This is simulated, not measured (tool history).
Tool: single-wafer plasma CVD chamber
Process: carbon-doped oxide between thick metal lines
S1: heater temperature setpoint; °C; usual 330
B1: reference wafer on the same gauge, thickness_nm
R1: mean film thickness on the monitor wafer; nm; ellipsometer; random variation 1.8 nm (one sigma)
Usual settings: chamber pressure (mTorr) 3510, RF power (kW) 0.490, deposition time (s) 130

run 1 day=0.000 | S1=330 chamber_pressure_(mTorr)=3510 RF_power_(kW)=0.490 deposition_time_(s)=110 | B1=788.939 | R1=588.359
run 2 day=0.742 | S1=330 chamber_pressure_(mTorr)=3510 RF_power_(kW)=0.490 deposition_time_(s)=110 | B1=789.829 | R1=588.899
run 3 day=2.050 | S1=330 chamber_pressure_(mTorr)=3510 RF_power_(kW)=0.530 deposition_time_(s)=130 | B1=790.565 | R1=747.478
run 4 day=3.067 | S1=330 chamber_pressure_(mTorr)=3510 RF_power_(kW)=0.530 deposition_time_(s)=130 | B1=791.242 | R1=747.275
run 5 day=3.667 | S1=334 chamber_pressure_(mTorr)=3510 RF_power_(kW)=0.490 deposition_time_(s)=130 | B1=791.029 | R1=693.148
run 6 day=4.562 | S1=334 chamber_pressure_(mTorr)=3510 RF_power_(kW)=0.490 deposition_time_(s)=130 | B1=791.587 | R1=691.904
run 7 day=5.525 | S1=330 chamber_pressure_(mTorr)=3510 RF_power_(kW)=0.490 deposition_time_(s)=130 | B1=792.432 | R1=699.756
run 8 day=6.362 | S1=330 chamber_pressure_(mTorr)=3510 RF_power_(kW)=0.490 deposition_time_(s)=130 | B1=792.896 | R1=698.371
run 9 day=7.396 | S1=330 chamber_pressure_(mTorr)=4110 RF_power_(kW)=0.490 deposition_time_(s)=147 | B1=793.370 | R1=804.916
run 10 day=8.238 | S1=330 chamber_pressure_(mTorr)=4110 RF_power_(kW)=0.490 deposition_time_(s)=147 | B1=793.819 | R1=803.055
-- day=8.838 RF generator calibrated
-- day=8.892 showerhead replaced
run 11 day=8.933 | S1=330 chamber_pressure_(mTorr)=4110 RF_power_(kW)=0.490 deposition_time_(s)=147 | B1=794.175 | R1=803.391
run 12 day=9.754 | S1=330 chamber_pressure_(mTorr)=3510 RF_power_(kW)=0.515 deposition_time_(s)=130 | B1=794.961 | R1=730.619
run 13 day=11.196 | S1=330 chamber_pressure_(mTorr)=3510 RF_power_(kW)=0.515 deposition_time_(s)=130 | B1=796.104 | R1=734.042
run 14 day=12.283 | S1=316 chamber_pressure_(mTorr)=4200 RF_power_(kW)=0.415 deposition_time_(s)=130 | B1=797.192 | R1=629.448
-- day=12.858 gauge calibrated
run 15 day=13.454 | S1=338 chamber_pressure_(mTorr)=2840 RF_power_(kW)=0.530 deposition_time_(s)=130 | B1=784.430 | R1=716.003
run 16 day=14.462 | S1=330 chamber_pressure_(mTorr)=3510 RF_power_(kW)=0.490 deposition_time_(s)=130 | B1=784.596 | R1=691.154
-- day=15.300 thermocouple changed; heater temperature recalibrated
run 17 day=15.654 | S1=330 chamber_pressure_(mTorr)=3510 RF_power_(kW)=0.430 deposition_time_(s)=123 | B1=784.880 | R1=577.408
run 18 day=17.121 | S1=323 chamber_pressure_(mTorr)=3860 RF_power_(kW)=0.545 deposition_time_(s)=111 | B1=784.585 | R1=667.635
run 19 day=17.729 | S1=323 chamber_pressure_(mTorr)=2880 RF_power_(kW)=0.560 deposition_time_(s)=117 | B1=784.926 | R1=705.848
run 20 day=18.858 | S1=335 chamber_pressure_(mTorr)=3510 RF_power_(kW)=0.415 deposition_time_(s)=130 | B1=785.134 | R1=579.302
-- day=20.358 capacitance manometer re-zeroed and calibrated
run 21 day=20.379 | S1=330 chamber_pressure_(mTorr)=3990 RF_power_(kW)=0.490 deposition_time_(s)=146 | B1=786.159 | R1=789.905
run 22 day=21.771 | S1=319 chamber_pressure_(mTorr)=4260 RF_power_(kW)=0.565 deposition_time_(s)=138 | B1=787.020 | R1=872.475
run 23 day=22.812 | S1=330 chamber_pressure_(mTorr)=3510 RF_power_(kW)=0.490 deposition_time_(s)=130 | B1=787.535 | R1=697.762
run 24 day=24.158 | S1=330 chamber_pressure_(mTorr)=2830 RF_power_(kW)=0.490 deposition_time_(s)=150 | B1=788.813 | R1=789.941
run 25 day=25.196 | S1=325 chamber_pressure_(mTorr)=3510 RF_power_(kW)=0.490 deposition_time_(s)=130 | B1=788.343 | R1=708.803

Forecast run 26:
run 26 day=25.771 | S1=330 chamber_pressure_(mTorr)=3510 RF_power_(kW)=0.490 deposition_time_(s)=130 | B1=? | R1=?

B1: 789.643
R1: 696.714 nm
Without the tool's hidden state the same run would have given R1 694.024 nm.

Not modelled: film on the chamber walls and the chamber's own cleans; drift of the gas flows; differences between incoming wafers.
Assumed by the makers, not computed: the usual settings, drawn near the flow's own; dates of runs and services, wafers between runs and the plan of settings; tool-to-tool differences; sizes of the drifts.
